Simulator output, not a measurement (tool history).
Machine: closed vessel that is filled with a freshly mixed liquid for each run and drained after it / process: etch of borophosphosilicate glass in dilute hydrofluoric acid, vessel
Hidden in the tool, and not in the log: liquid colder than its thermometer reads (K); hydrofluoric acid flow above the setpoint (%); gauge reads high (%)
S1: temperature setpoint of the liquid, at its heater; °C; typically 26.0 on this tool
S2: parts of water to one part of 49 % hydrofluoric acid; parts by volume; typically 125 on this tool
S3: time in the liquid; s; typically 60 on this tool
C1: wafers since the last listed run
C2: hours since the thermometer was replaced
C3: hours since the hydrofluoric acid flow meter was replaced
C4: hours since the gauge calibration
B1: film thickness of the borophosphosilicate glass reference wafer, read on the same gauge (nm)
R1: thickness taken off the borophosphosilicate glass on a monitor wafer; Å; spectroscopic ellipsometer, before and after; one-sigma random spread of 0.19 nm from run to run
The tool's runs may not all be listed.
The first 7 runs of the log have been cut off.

run 8 day=20.792 | S1=26.0 S2=125 S3=60 | C1=5397 C2=1002.0 C3=1299.8 C4=2537.3 | B1=90.01 | R1=185.1
run 9 day=24.550 | S1=24.0 S2=125 S3=60 | C1=9545 C2=1092.2 C3=1390.0 C4=2627.5 | B1=90.01 | R1=171.5
run 10 day=28.929 | S1=26.0 S2=125 S3=60 | C1=11122 C2=1197.3 C3=1495.1 C4=2732.6 | B1=89.99 | R1=188.7
run 11 day=31.733 | S1=26.0 S2=125 S3=60 | C1=7122 C2=1264.6 C3=1562.4 C4=2799.9 | B1=90.00 | R1=184.5
run 12 day=35.562 | S1=23.5 S2=80 S3=95 | C1=9725 C2=1356.5 C3=1654.3 C4=2891.8 | B1=90.01 | R1=435.9
run 13 day=38.233 | S1=30.5 S2=80 S3=60 | C1=6783 C2=1420.6 C3=1718.4 C4=2955.9 | B1=90.01 | R1=371.9
run 14 day=40.154 | S1=26.0 S2=125 S3=60 | C1=4878 C2=1466.7 C3=1764.5 C4=3002.0 | B1=90.00 | R1=189.0
run 15 day=41.679 | S1=24.5 S2=70 S3=45 | C1=3873 C2=1503.3 C3=1801.1 C4=3038.6 | B1=89.99 | R1=255.5
run 16 day=48.300 | S1=22.5 S2=155 S3=70 | C1=16816 C2=1662.2 C3=1960.0 C4=3197.5 | B1=90.01 | R1=146.4
-- day=51.238 thermometer replaced
run 17 day=51.496 | S1=26.0 S2=125 S3=60 | C1=8011 C2=6.2 C3=2036.7 C4=3274.2 | B1=90.00 | R1=194.3
run 18 day=53.067 | S1=26.0 S2=100 S3=60 | C1=3989 C2=43.9 C3=2074.4 C4=3311.9 | B1=89.97 | R1=244.3
-- day=53.150 hydrofluoric acid flow meter replaced
run 19 day=55.712 | S1=24.0 S2=105 S3=80 | C1=6614 C2=107.4 C3=61.5 C4=3375.4 | B1=89.98 | R1=287.1
-- day=55.879 gauge calibrated
run 20 day=58.338 | S1=26.0 S2=125 S3=60 | C1=6667 C2=170.4 C3=124.5 C4=59.0 | B1=90.01 | R1=191.9
run 21 day=61.446 | S1=26.0 S2=125 S3=60 | C1=7894 C2=245.0 C3=199.1 C4=133.6 | B1=90.01 | R1=190.2
run 22 day=64.162 | S1=26.0 S2=125 S3=60 | C1=6900 C2=310.2 C3=264.3 C4=198.8 | B1=90.01 | R1=191.3
run 23 day=67.183 | S1=22.0 S2=90 S3=85 | C1=7672 C2=382.7 C3=336.8 C4=271.3 | B1=90.01 | R1=334.6
run 24 day=70.962 | S1=26.0 S2=125 S3=45 | C1=9598 C2=473.4 C3=427.5 C4=362.0 | B1=89.99 | R1=142.7
run 25 day=73.767 | S1=27.5 S2=100 S3=90 | C1=7122 C2=540.7 C3=494.8 C4=429.3 | B1=89.99 | R1=393.2
run 26 day=75.946 | S1=26.0 S2=125 S3=90 | C1=5534 C2=593.0 C3=547.1 C4=481.6 | B1=90.01 | R1=286.3
run 27 day=79.442 | S1=27.5 S2=95 S3=70 | C1=8879 C2=676.9 C3=631.0 C4=565.5 | B1=90.00 | R1=317.5
run 28 day=82.746 | S1=26.0 S2=125 S3=60 | C1=8392 C2=756.2 C3=710.3 C4=644.8 | B1=90.02 | R1=188.4
run 29 day=85.279 | S1=28.0 S2=170 S3=35 | C1=6434 C2=817.0 C3=771.1 C4=705.6 | B1=89.99 | R1=81.6
run 30 day=89.762 | S1=26.0 S2=125 S3=60 | C1=11387 C2=924.6 C3=878.7 C4=813.2 | B1=90.03 | R1=192.7
run 31 day=91.792 | S1=24.0 S2=125 S3=80 | C1=5153 C2=973.3 C3=927.4 C4=861.9 | B1=89.99 | R1=226.1

What if the next run were any one of these 5? Each begins from the tool's condition after run 31:
run A day=91.821 | S1=26.0 S2=125 S3=60 | C1=74 C2=974.0 C3=928.1 C4=862.6 | B1=? | R1=?
run B day=91.821 | S1=27.5 S2=125 S3=60 | C1=74 C2=974.0 C3=928.1 C4=862.6 | B1=? | R1=?
run C day=91.821 | S1=22.0 S2=100 S3=60 | C1=74 C2=974.0 C3=928.1 C4=862.6 | B1=? | R1=?
run D day=91.821 | S1=22.5 S2=85 S3=45 | C1=74 C2=974.0 C3=928.1 C4=862.6 | B1=? | R1=?
run E day=91.821 | S1=29.5 S2=95 S3=90 | C1=74 C2=974.0 C3=928.1 C4=862.6 | B1=? | R1=?

run=A B1=89.99 R1=185.0
run=B B1=89.99 R1=195.8
run=C B1=89.99 R1=203.3
run=D B1=89.99 R1=186.3
run=E B1=89.99 R1=433.9
With the hidden condition removed and each run's random variation left untouched, the same runs would have given:
run=A R1=190.0
run=B R1=201.1
run=C R1=209.2
run=D R1=191.7
run=E R1=445.6
